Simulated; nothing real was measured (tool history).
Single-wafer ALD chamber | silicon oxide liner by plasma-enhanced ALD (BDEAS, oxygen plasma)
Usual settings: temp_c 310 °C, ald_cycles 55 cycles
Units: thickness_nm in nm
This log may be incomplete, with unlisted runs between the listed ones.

| run | hour | temp_c | ald_cycles | read-back reference wafer on the same gauge, thickness_nm | thickness_nm |
|---|---|---|---|---|---|
| 1 | 0.0 | 310 | 55 | 5.088 | 5.090 |
| 2 | 74.3 | 310 | 55 | 5.093 | 5.131 |
| 3 | 146.3 | 310 | 55 | 5.091 | 5.103 |
| 4 | 253.9 | 310 | 55 | 5.087 | 5.113 |
| 5 | 329.4 | 310 | 55 | 5.092 | 5.082 |
| 6 | 394.7 | 317 | 61 | 5.094 | 5.606 |
| 7 | 486.5 | 317 | 61 | 5.090 | 5.593 |
| 8 | 772.1 | 317 | 61 | 5.091 | 5.604 |
| 9 | 825.3 | 310 | 62 | 5.088 | 5.761 |
| 10 | 918.3 | 310 | 62 | 5.093 | 5.738 |
|  | 931.6 | thermocouple changed; heater temperature recalibrated |
| 11 | 957.7 | 310 | 51 | 5.091 | 4.738 |
|  | 1162.4 | gauge calibrated |
| 12 | 1252.2 | 310 | 51 | 5.092 | 4.722 |
| 13 | 1295.6 | 310 | 51 | 5.091 | 4.727 |
| 14 | 1352.8 | 317 | 55 | 5.087 | 5.050 |
| 15 | 1415.7 | 317 | 55 | 5.090 | 5.049 |
| 16 | 1452.8 | 310 | 58 | 5.095 | 5.383 |
| 17 | 1500.3 | 310 | 58 | 5.089 | 5.363 |
| 18 | 1578.0 | 310 | 58 | 5.091 | 5.388 |
| 19 | 1643.5 | 299 | 55 | 5.092 | 5.185 |
| 20 | 1707.6 | 299 | 55 | 5.089 | 5.197 |
| 21 | 1748.4 | 310 | 55 | 5.090 | 5.099 |
| 22 | 1817.6 | 317 | 55 | 5.091 | 5.046 |
| 23 | 1907.0 | 310 | 51 | 5.090 | 4.731 |
| 24 | 1995.2 | 301 | 47 | 5.091 | 4.401 |
| 25 | 2097.2 | 310 | 55 | 5.089 | 5.105 |
| 26 | 2203.3 | 321 | 45 | 5.088 | 4.113 |
| 27 | 2243.4 | 321 | 46 | 5.087 | 4.205 |
| 28 | 2306.2 | 321 | 47 | 5.091 | 4.287 |
|  | 2370.4 | thermocouple changed; heater temperature recalibrated |
| 29 | 2400.4 | 310 | 55 | 5.088 | 5.107 |
| 30 | 2497.0 | 310 | 55 | 5.093 | 5.106 |
| 31 | 2575.4 | 324 | 55 | 5.091 | 5.022 |
| 32 | 2632.8 | 297 | 51 | 5.091 | 4.821 |
| 33 | 2686.2 | 318 | 59 | 5.087 | 5.420 |
| 34 | 2772.9 | 320 | 55 | 5.091 | 5.029 |
| 35 | 2841.7 | 304 | 48 | 5.092 | 4.482 |
| 36 | 2943.9 | 296 | 47 | 5.087 | 4.454 |
| 37 | 3003.0 | 310 | 51 | 5.092 | 4.733 |
| 38 | 3092.5 | 322 | 64 | 5.088 | 5.850 |
| 39 | 3198.1 | 321 | 60 | 5.090 | 5.483 |
| 40 | 3245.0 | 310 | 51 | 5.091 | 4.735 |
| 41 | 3324.9 | 310 | 55 | 5.092 | 5.094 |

What if the next run were any one of these 5? Each begins from the tool's condition after run 41:
| A | 3325.4 | 310 | 55 | ? | ? |
| B | 3325.4 | 301 | 52 | ? | ? |
| C | 3325.4 | 315 | 55 | ? | ? |
| D | 3325.4 | 297 | 58 | ? | ? |
| E | 3325.4 | 310 | 49 | ? | ? |

| run | read-back reference wafer on the same gauge, thickness_nm | thickness_nm |
|---|---|---|
| A | 5.091 | 5.111 |
| B | 5.091 | 4.886 |
| C | 5.091 | 5.079 |
| D | 5.091 | 5.495 |
| E | 5.091 | 4.553 |
With no hidden state in the tool, these same runs would have given:
| run | thickness_nm |
|---|---|
| A | 5.111 |
| B | 4.886 |
| C | 5.079 |
| D | 5.495 |
| E | 4.553 |
